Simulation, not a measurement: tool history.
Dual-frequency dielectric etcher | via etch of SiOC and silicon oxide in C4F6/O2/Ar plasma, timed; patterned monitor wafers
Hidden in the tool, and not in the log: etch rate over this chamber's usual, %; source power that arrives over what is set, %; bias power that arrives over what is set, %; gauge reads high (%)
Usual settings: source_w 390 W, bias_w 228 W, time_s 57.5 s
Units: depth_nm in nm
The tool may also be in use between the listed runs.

run     day  source_w  bias_w  time_s  wafers since the last listed run  hours since the last wet clean  hours since the last source power generator calibration  hours since the last bias power generator calibration  hours since the last upper electrode change  hours since the gauge calibration  read-back reference wafer on the same gauge, depth_nm  depth_nm
  1   0.000       390     228    57.5                                 0                           130.7                                                   1321.2                                                 4637.7                                       4332.2                              113.2                                                   72.2      70.4
  2   1.179       390     228    57.5                               387                           159.0                                                   1349.5                                                 4666.0                                       4360.5                              141.5                                                   72.0      70.4
  3   2.442       390     228    57.5                               415                           189.3                                                   1379.8                                                 4696.3                                       4390.8                              171.8                                                   72.1      71.1
  4   3.333       390     228    57.5                               293                           210.7                                                   1401.2                                                 4717.7                                       4412.2                              193.2                                                   72.2      71.2
  5   4.088       390     228    57.5                               247                           228.8                                                   1419.3                                                 4735.8                                       4430.3                              211.3                                                   72.0      70.8
  6   5.308       390     228    57.5                               401                           258.1                                                   1448.6                                                 4765.1                                       4459.6                              240.6                                                   72.2      70.8
  7   6.229       450     228    57.5                               302                           280.2                                                   1470.7                                                 4787.2                                       4481.7                              262.7                                                   72.1      74.0
  8   7.367       450     228    57.5                               373                           307.5                                                   1498.0                                                 4814.5                                       4509.0                              290.0                                                   72.2      74.8
  9   8.992       450     228    57.5                               534                           346.5                                                   1537.0                                                 4853.5                                       4548.0                              329.0                                                   72.2      75.3
     10.379  -- bias power generator calibrated
     10.754  -- wet clean of the chamber
 10  10.775       390     228    57.5                               408                             0.5                                                   1579.8                                                    9.5                                       4590.8                              371.8                                                   72.3      68.5
 11  11.475       390     228    57.5                               230                            17.3                                                   1596.6                                                   26.3                                       4607.6                              388.6                                                   72.3      68.8
     11.962  -- source power generator calibrated
 12  12.096       390     228    57.5                               149                            32.2                                                      3.2                                                   41.2                                       4622.5                              403.5                                                   72.4      69.2
 13  12.654       440     187    70.0                               183                            45.6                                                     16.6                                                   54.6                                       4635.9                              416.9                                                   72.2      81.4
     13.300  -- gauge calibrated
     14.500  -- upper electrode replaced
 14  14.521       310     195    45.0                               284                            90.4                                                     61.4                                                   99.4                                          0.5                               29.3                                                   72.2      48.5
 15  14.954       440     187    70.0                               142                           100.8                                                     71.8                                                  109.8                                         10.9                               39.7                                                   72.2      82.3
 16  18.296       470     228    57.5                              1098                           181.0                                                    152.0                                                  190.0                                         91.1                              119.9                                                   72.3      74.4
 17  19.388       390     228    57.5                               358                           207.2                                                    178.2                                                  216.2                                        117.3                              146.1                                                   72.2      70.7
 18  20.025       390     266    47.5                               209                           222.5                                                    193.5                                                  231.5                                        132.6                              161.4                                                   72.3      62.1
 19  21.417       390     282    57.5                               457                           255.9                                                    226.9                                                  264.9                                        166.0                              194.8                                                   72.4      77.0
 20  22.304       390     228    57.5                               291                           277.2                                                    248.2                                                  286.2                                        187.3                              216.1                                                   72.2      71.6
 21  23.600       430     184    57.5                               425                           308.3                                                    279.3                                                  317.3                                        218.4                              247.2                                                   72.2      68.5
 22  24.504       390     267    46.0                               297                           330.0                                                    301.0                                                  339.0                                        240.1                              268.9                                                   72.3      61.3
     26.283  -- wet clean of the chamber
 23  26.304       430     184    57.5                               262                             0.5                                                    344.2                                                  382.2                                        283.3                              312.1                                                   72.2      65.9
 24  26.317       390     228    57.5                                 4                             0.8                                                    344.5                                                  382.5                                        283.6                              312.4                                                   72.4      69.2

3 ways to go on from here, each from the tool as it stands after run 24. What would each give?
  A  26.333       390     228    41.0                                 5                             1.2                                                    344.9                                                  382.9                                        284.0                              312.8                                                      ?         ?
  B  26.333       390     259    57.5                                 5                             1.2                                                    344.9                                                  382.9                                        284.0                              312.8                                                      ?         ?
  C  26.333       390     284    57.5                                 5                             1.2                                                    344.9                                                  382.9                                        284.0                              312.8                                                      ?         ?

run  read-back reference wafer on the same gauge, depth_nm  depth_nm
  A                                                   72.1      49.4
  B                                                   72.1      72.6
  C                                                   72.1      75.0
Without the tool's hidden state the same runs would have given:
run  depth_nm
  A      49.2
  B      72.2
  C      74.7

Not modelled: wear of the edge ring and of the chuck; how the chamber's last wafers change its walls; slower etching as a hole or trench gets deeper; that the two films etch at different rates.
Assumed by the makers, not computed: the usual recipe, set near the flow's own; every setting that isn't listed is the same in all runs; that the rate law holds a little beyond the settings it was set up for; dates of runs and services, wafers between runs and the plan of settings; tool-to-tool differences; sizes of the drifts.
